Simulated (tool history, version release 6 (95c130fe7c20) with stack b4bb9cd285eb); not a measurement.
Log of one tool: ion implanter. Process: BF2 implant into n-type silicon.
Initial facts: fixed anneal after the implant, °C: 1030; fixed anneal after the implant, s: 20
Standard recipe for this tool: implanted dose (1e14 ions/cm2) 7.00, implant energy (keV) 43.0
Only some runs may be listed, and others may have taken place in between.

run,hour,implanted dose (1e14 ions/cm2),implant energy (keV),"read-back reference wafer on the same gauge, sheet resistance",sheet resistance of the implanted and annealed layer (ohm/square)
1,0.0,8.35,36.0,141.57,155.67
2,97.0,8.35,36.0,142.27,157.39
3,137.1,5.95,43.0,141.61,202.01
4,180.8,5.95,43.0,141.93,200.22
5,219.6,5.95,43.0,142.02,195.76
6,313.6,7.00,43.0,142.37,171.95
7,374.6,7.00,36.5,141.96,176.55
8,695.3,7.00,43.0,142.20,173.15
9,781.2,7.00,35.0,142.00,178.39
10,847.6,7.00,43.0,141.90,173.43
11,930.1,7.00,43.0,142.01,175.33
12,994.9,7.00,43.0,141.89,175.18
13,1033.1,7.00,43.0,142.20,176.12
14,1104.6,7.00,43.0,141.82,176.45
15,1163.1,5.35,43.0,141.85,221.01
16,1212.9,7.00,43.0,142.24,175.01
17,1300.0,7.00,43.0,141.95,177.29
18,1393.6,7.00,34.0,141.70,182.37
19,1439.7,7.00,43.0,142.21,176.79
20,1547.4,7.00,43.0,142.33,176.57
21,1598.7,7.00,43.0,142.04,174.31
22,1699.7,7.00,43.0,142.00,175.83
23,1765.6,7.00,52.0,141.83,173.65
24,1838.6,4.90,34.0,142.19,246.00
25,1925.9,5.49,49.0,141.86,214.95
26,1975.3,5.84,36.5,142.13,198.13
27,2071.6,8.91,54.5,141.82,134.61
28,2144.6,7.00,33.0,141.83,174.96
29,2231.3,7.00,43.0,142.01,168.96
30,2324.2,7.00,43.0,141.93,171.04
31,2395.9,8.65,33.0,142.11,152.91
32,2437.3,5.27,33.5,141.80,226.54
33,2519.6,7.00,43.0,142.07,171.89
34,2599.4,5.98,55.0,141.64,192.75
35,2705.2,7.86,39.0,142.05,160.44
36,2777.4,5.08,35.0,141.63,230.42
37,2870.5,4.95,30.5,141.87,244.10

Put back what was entered between runs (4 entries, withheld): which listed runs does each sit between, and how does the hidden state differ from the listed run before to the listed run after?
Logged between run 4 and run 5: Faraday cup replaced and dose calibrated (hour 205.8)
  deviation of the true dose from the Faraday cup's reading, %: -4.2 -> -0.416
  measured result minus the result with no hidden state, sheet resistance of the implanted and annealed layer (ohm/square): +7.27 -> +0.70
Logged between run 20 and run 21: gauge calibrated (hour 1571.4)
  deviation of the true dose from the Faraday cup's reading, %: -5.16 -> -5.2
  measured result minus the result with no hidden state, sheet resistance of the implanted and annealed layer (ohm/square): +7.83 -> +7.79
Logged between run 25 and run 26: Faraday cup replaced and dose calibrated (hour 1950.1)
  deviation of the true dose from the Faraday cup's reading, %: -5.36 -> 0.823
  measured result minus the result with no hidden state, sheet resistance of the implanted and annealed layer (ohm/square): +9.95 -> -1.37
Logged between run 26 and run 27: extraction supply calibrated (hour 1994.3)
  deviation of the true dose from the Faraday cup's reading, %: 0.823 -> -0.042
  measured result minus the result with no hidden state, sheet resistance of the implanted and annealed layer (ohm/square): -1.37 -> +0.05
